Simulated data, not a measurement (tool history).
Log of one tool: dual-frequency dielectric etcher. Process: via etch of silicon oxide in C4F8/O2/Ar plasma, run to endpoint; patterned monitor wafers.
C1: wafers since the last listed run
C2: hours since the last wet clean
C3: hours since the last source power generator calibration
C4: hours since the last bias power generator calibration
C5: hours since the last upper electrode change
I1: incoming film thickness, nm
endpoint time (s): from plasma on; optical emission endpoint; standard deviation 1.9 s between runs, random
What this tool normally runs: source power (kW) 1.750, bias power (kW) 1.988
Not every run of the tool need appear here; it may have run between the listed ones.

run 1 hour=0.0 | source_power_(kW)=1.860 bias_power_(kW)=1.988 | C1=0 C2=553.7 C3=1812.5 C4=4292.9 C5=2740.8 | I1=1272.5 | endpoint_time_(s)=268.5
run 2 hour=11.1 | source_power_(kW)=1.750 bias_power_(kW)=1.988 | C1=73 C2=564.8 C3=1823.6 C4=4304.0 C5=2751.9 | I1=1257.5 | endpoint_time_(s)=273.3
run 3 hour=28.4 | source_power_(kW)=1.750 bias_power_(kW)=1.988 | C1=114 C2=582.1 C3=1840.9 C4=4321.3 C5=2769.2 | I1=1260.9 | endpoint_time_(s)=275.7
-- hour=54.5 upper electrode replaced
-- hour=56.0 wet clean of the chamber
run 4 hour=56.5 | source_power_(kW)=1.750 bias_power_(kW)=1.988 | C1=17 C2=0.5 C3=1869.0 C4=4349.4 C5=2.0 | I1=1254.7 | endpoint_time_(s)=276.1
run 5 hour=56.8 | source_power_(kW)=1.750 bias_power_(kW)=1.988 | C1=1 C2=0.8 C3=1869.3 C4=4349.7 C5=2.3 | I1=1257.1 | endpoint_time_(s)=274.0
run 6 hour=66.8 | source_power_(kW)=1.750 bias_power_(kW)=1.988 | C1=66 C2=10.8 C3=1879.3 C4=4359.7 C5=12.3 | I1=1259.3 | endpoint_time_(s)=272.2
run 7 hour=77.0 | source_power_(kW)=1.750 bias_power_(kW)=1.988 | C1=67 C2=21.0 C3=1889.5 C4=4369.9 C5=22.5 | I1=1256.3 | endpoint_time_(s)=270.9
-- hour=85.5 source power generator calibrated
run 8 hour=86.0 | source_power_(kW)=1.320 bias_power_(kW)=2.351 | C1=33 C2=30.0 C3=0.5 C4=4378.9 C5=31.5 | I1=1270.9 | endpoint_time_(s)=319.0
-- hour=94.4 bias power generator calibrated
run 9 hour=97.7 | source_power_(kW)=1.530 bias_power_(kW)=1.702 | C1=50 C2=41.7 C3=12.2 C4=3.3 C5=43.2 | I1=1246.1 | endpoint_time_(s)=309.2

What will run 10 give?
run 10 hour=106.0 | source_power_(kW)=1.390 bias_power_(kW)=2.126 | C1=54 C2=50.0 C3=20.5 C4=11.6 C5=51.5 | I1=1263.0 | endpoint_time_(s)=?

Logged for run 10: endpoint time (s) 319.1.
Take away the tool's hidden state, keep the run-to-run variation as it was, and the same run would have given endpoint time (s) 319.1.
